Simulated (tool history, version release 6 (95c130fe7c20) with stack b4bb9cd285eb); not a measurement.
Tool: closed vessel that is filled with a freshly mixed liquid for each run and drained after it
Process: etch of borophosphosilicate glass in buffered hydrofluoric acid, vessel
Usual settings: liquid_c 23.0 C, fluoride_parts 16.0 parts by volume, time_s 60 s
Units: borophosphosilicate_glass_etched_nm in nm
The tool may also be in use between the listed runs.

run,hour,liquid_c,fluoride_parts,time_s,"read-back film thickness of the borophosphosilicate glass reference wafer, read on the same gauge (nm)",borophosphosilicate_glass_etched_nm
1,0.0,26.0,12.5,60,110.02,140.15
2,13.6,26.0,12.5,60,110.00,137.25
3,33.2,20.0,16.0,60,109.97,78.11
4,63.4,20.0,16.0,60,109.99,79.25
5,86.4,20.5,16.0,60,110.00,80.50
6,107.2,20.5,16.0,60,110.01,80.35
7,134.8,20.5,16.0,60,110.01,80.16
8,234.8,25.0,16.0,60,110.01,100.31
# hour 251.1: gauge calibrated
9,262.1,25.0,16.0,60,110.00,101.47
10,277.5,25.5,19.5,60,110.02,88.31
11,296.4,23.0,16.0,60,110.02,91.18
# hour 312.3: thermometer replaced
12,326.6,21.0,10.0,95,109.99,204.74
13,346.0,20.5,16.0,60,110.00,78.72
# hour 351.6: hydrofluoric acid flow meter replaced
14,361.5,26.0,21.5,60,110.03,90.40
15,395.6,18.0,16.0,60,110.00,76.52
16,412.3,26.5,18.0,85,109.99,151.61
17,440.7,27.5,16.0,40,110.01,83.58
18,475.0,27.5,14.0,60,110.02,144.63

Forecast each of these 3 alternatives for the next run:
A,475.7,23.0,16.0,60,?,?
B,475.7,26.5,12.5,95,?,?
C,475.7,27.0,16.0,70,?,?

run,"read-back film thickness of the borophosphosilicate glass reference wafer, read on the same gauge (nm)",borophosphosilicate_glass_etched_nm
A,110.00,99.67
B,110.00,243.00
C,110.00,144.19
Without the tool's hidden state the same runs would have given:
run,borophosphosilicate_glass_etched_nm
A,101.04
B,246.33
C,146.17

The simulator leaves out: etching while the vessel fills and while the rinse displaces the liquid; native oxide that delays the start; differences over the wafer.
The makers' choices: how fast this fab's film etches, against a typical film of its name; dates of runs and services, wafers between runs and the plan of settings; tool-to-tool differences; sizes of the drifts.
